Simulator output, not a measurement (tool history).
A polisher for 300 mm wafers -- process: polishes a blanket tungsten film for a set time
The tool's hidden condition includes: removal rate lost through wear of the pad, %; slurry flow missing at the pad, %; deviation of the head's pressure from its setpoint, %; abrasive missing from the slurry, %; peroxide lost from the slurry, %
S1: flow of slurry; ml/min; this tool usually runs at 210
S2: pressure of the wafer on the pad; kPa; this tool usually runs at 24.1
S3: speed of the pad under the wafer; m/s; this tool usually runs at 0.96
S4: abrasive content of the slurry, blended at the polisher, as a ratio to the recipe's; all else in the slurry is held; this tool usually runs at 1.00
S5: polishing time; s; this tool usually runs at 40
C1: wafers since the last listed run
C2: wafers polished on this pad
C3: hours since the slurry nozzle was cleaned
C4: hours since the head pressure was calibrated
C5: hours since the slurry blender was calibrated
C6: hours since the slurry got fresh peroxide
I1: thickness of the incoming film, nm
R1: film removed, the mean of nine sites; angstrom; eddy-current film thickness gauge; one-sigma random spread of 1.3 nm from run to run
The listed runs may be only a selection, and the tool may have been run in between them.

run	hour	S1	S2	S3	S4	S5	C1	C2	C3	C4	C5	C6	I1	R1
1	0.0	210	24.1	0.96	1.00	40	0	1590	103.0	905.6	222.5	75.9	942.7	1484
# hour 50.6: slurry blender recalibrated
2	51.1	210	24.1	0.96	1.00	40	397	1987	154.1	956.7	0.5	127.0	932.6	1478
3	93.4	210	24.1	0.96	1.00	40	342	2330	196.4	999.0	42.8	169.3	935.6	1432
# hour 99.3: worn pad replaced by a new one
4	138.2	210	24.1	0.96	1.00	40	330	315	241.2	1043.8	87.6	214.1	946.3	1517
# hour 188.9: slurry tank refilled with fresh slurry and peroxide
5	192.8	210	24.1	0.96	1.00	40	434	749	295.8	1098.4	142.2	3.9	940.1	1542
6	241.7	210	24.1	0.96	1.00	40	396	1145	344.7	1147.3	191.1	52.8	959.4	1517
7	295.7	210	24.1	0.96	1.00	40	437	1582	398.7	1201.3	245.1	106.8	952.0	1507
8	331.9	210	24.1	0.96	1.00	40	293	1875	434.9	1237.5	281.3	143.0	943.2	1482
# hour 360.4: slurry blender recalibrated
9	399.9	210	24.1	1.14	1.00	40	534	2410	502.9	1305.5	39.5	211.0	932.8	1666
# hour 416.8: worn pad replaced by a new one
10	440.5	210	24.1	0.96	1.00	40	296	192	543.5	1346.1	80.1	251.6	946.6	1352
# hour 480.9: slurry tank refilled with fresh slurry and peroxide
11	486.1	210	24.1	0.96	1.00	40	361	553	589.1	1391.7	125.7	5.2	956.5	1353
12	517.5	210	17.9	0.96	1.00	40	254	807	620.5	1423.1	157.1	36.6	950.9	1104
# hour 524.5: slurry nozzle cleaned
13	585.9	210	17.9	0.96	1.00	40	545	1353	61.4	1491.5	225.5	105.0	963.9	1065
# hour 638.1: head pressure recalibrated
# hour 641.5: worn pad replaced by a new one, repeated, since the last time left the tool worse
# hour 646.3: slurry blender recalibrated
14	650.2	175	26.9	0.96	1.00	40	460	54	125.7	12.1	3.9	169.3	945.8	1626
15	715.5	210	24.1	0.96	1.00	40	528	583	191.0	77.4	69.2	234.6	958.1	1536
16	741.3	210	17.9	0.96	0.75	40	208	792	216.8	103.2	95.0	260.4	942.1	1130
17	778.8	210	24.1	0.96	1.25	49	303	1095	254.3	140.7	132.5	297.9	967.0	1976
# hour 792.6: slurry tank refilled with fresh slurry and peroxide
18	836.6	210	24.1	0.68	1.00	45	460	1555	312.1	198.5	190.3	44.0	956.4	1326
19	880.8	210	24.1	1.12	1.00	51	357	1913	356.3	242.7	234.5	88.2	953.2	2114
# hour 905.8: slurry blender recalibrated
20	938.2	210	24.1	0.96	1.20	40	448	2362	413.7	300.1	32.4	145.6	947.7	1518
# hour 942.5: worn pad replaced by a new one
21	1006.4	210	24.1	0.96	1.00	40	519	517	481.9	368.3	100.6	213.8	944.8	1527
22	1070.8	140	24.1	0.96	0.75	40	521	1038	546.3	432.7	165.0	278.2	949.1	1254
# hour 1098.9: slurry tank refilled with fresh slurry and peroxide
23	1119.6	210	26.9	0.96	0.70	40	387	1425	595.1	481.5	213.8	20.7	949.7	1414
# hour 1159.6: slurry blender recalibrated
24	1191.1	185	24.1	0.96	1.00	40	562	1988	666.6	553.0	31.5	92.2	933.7	1434
# hour 1197.6: worn pad replaced by a new one
25	1220.4	210	24.1	0.96	1.25	40	204	184	695.9	582.3	60.8	121.5	954.9	1652
# hour 1290.8: slurry nozzle cleaned
26	1291.5	210	24.1	0.96	1.00	40	567	752	0.7	653.4	131.9	192.6	952.0	1550
27	1340.6	270	21.4	0.96	1.00	46	397	1150	49.8	702.5	181.0	241.7	954.5	1646

Consider 3 possible next runs. They are alternatives, not a sequence: every one starts from the tool as it was left by run 27. What does each give?
A	1341.0	210	24.1	0.96	0.75	40	3	1153	50.2	702.9	181.4	242.1	950.9	?
B	1341.0	150	24.1	0.96	1.00	54	3	1153	50.2	702.9	181.4	242.1	950.9	?
C	1341.0	210	24.1	1.24	1.20	40	3	1153	50.2	702.9	181.4	242.1	950.9	?

run	R1
A	1365
B	1936
C	1980
With the hidden condition removed and each run's random variation left untouched, the same runs would have given:
run	R1
A	1387
B	1967
C	2011
